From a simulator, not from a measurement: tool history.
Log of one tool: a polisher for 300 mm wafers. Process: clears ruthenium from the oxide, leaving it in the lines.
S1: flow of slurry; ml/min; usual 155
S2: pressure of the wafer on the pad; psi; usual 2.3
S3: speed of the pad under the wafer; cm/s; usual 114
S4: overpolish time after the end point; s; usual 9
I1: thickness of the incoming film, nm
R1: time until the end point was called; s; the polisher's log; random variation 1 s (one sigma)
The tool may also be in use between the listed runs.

| run | hour | S1 | S2 | S3 | S4 | I1 | R1 |
|---|---|---|---|---|---|---|---|
| 1 | 0 | 155 | 2.3 | 114 | 9 | 110.3 | 82.5 |
| 2 | 91 | 155 | 2.3 | 114 | 9 | 109.4 | 81.1 |
|  | 191.7 | worn pad replaced by a new one |
| 3 | 193.2 | 155 | 2.3 | 114 | 9 | 109 | 82.2 |
| 4 | 230.5 | 155 | 2.3 | 114 | 9 | 110.2 | 85.7 |
|  | 251.7 | head pressure recalibrated |
| 5 | 307.5 | 170 | 2.3 | 114 | 9 | 110.4 | 83.4 |
| 6 | 371.1 | 155 | 2.3 | 114 | 9 | 109.3 | 83.6 |
| 7 | 456.4 | 155 | 1.9 | 114 | 9 | 108 | 103 |
|  | 488 | slurry nozzle cleaned |
| 8 | 518.2 | 155 | 1.9 | 114 | 9 | 110 | 90.5 |
|  | 539.6 | worn pad replaced by a new one |
| 9 | 574.6 | 155 | 1.9 | 114 | 9 | 109.3 | 93.9 |
| 10 | 631.8 | 135 | 2.3 | 114 | 9 | 112.3 | 81.5 |
|  | 634.1 | head pressure recalibrated |
| 11 | 671.7 | 135 | 2.3 | 114 | 9 | 109.8 | 81.8 |
| 12 | 750.2 | 135 | 2.3 | 114 | 9 | 109.5 | 82.2 |
| 13 | 815.8 | 155 | 2.3 | 114 | 9 | 110.1 | 80.9 |
|  | 846.1 | worn pad replaced by a new one, of another model than before |
| 14 | 883.2 | 155 | 2.3 | 90 | 12 | 110.6 | 130.1 |
| 15 | 988.2 | 155 | 2.3 | 146 | 9 | 109.5 | 101.3 |
| 16 | 1038.4 | 155 | 2.3 | 114 | 9 | 109.1 | 117.4 |
|  | 1065 | head pressure recalibrated |
| 17 | 1083.1 | 155 | 2.5 | 114 | 9 | 109.2 | 112.3 |
| 18 | 1148.1 | 155 | 2.3 | 90 | 9 | 108.8 | 133 |
|  | 1159 | slurry nozzle cleaned |
|  | 1176.2 | worn pad replaced by a new one |
| 19 | 1196.3 | 155 | 2.8 | 96 | 9 | 108 | 74.7 |
| 20 | 1249.3 | 155 | 2.3 | 114 | 9 | 108.9 | 82.5 |
| 21 | 1351.4 | 105 | 2.6 | 84 | 9 | 109.2 | 128.3 |
| 22 | 1427.9 | 155 | 2 | 114 | 9 | 109.7 | 111 |
|  | 1447 | head pressure recalibrated |
| 23 | 1506.6 | 155 | 2.3 | 114 | 9 | 107.5 | 115.8 |
|  | 1538.4 | worn pad replaced by a new one |
| 24 | 1612.7 | 155 | 2.3 | 114 | 9 | 111.6 | 119.1 |

Measured less the same run without the tool's hidden state. The same run-to-run variation is in both; the gauge's scatter may not be:
The hidden state here: removal rate lost through wear of the pad, %; slurry flow missing at the pad, %; deviation of the head's pressure from its setpoint, %.
| run | R1 |
|---|---|
| 1 | +8.3 |
| 2 | +9.3 |
| 3 | +10.3 |
| 4 | +11.1 |
| 5 | +10.3 |
| 6 | +11.5 |
| 7 | +14.5 |
| 8 | +1.7 |
| 9 | +3.5 |
| 10 | +5.1 |
| 11 | +6.1 |
| 12 | +7.9 |
| 13 | +7.8 |
| 14 | +44.7 |
| 15 | +39.3 |
| 16 | +44.3 |
| 17 | +42.8 |
| 18 | +49.1 |
| 19 | +4.3 |
| 20 | +8.6 |
| 21 | +24.2 |
| 22 | +32.1 |
| 23 | +43.8 |
| 24 | +44.8 |

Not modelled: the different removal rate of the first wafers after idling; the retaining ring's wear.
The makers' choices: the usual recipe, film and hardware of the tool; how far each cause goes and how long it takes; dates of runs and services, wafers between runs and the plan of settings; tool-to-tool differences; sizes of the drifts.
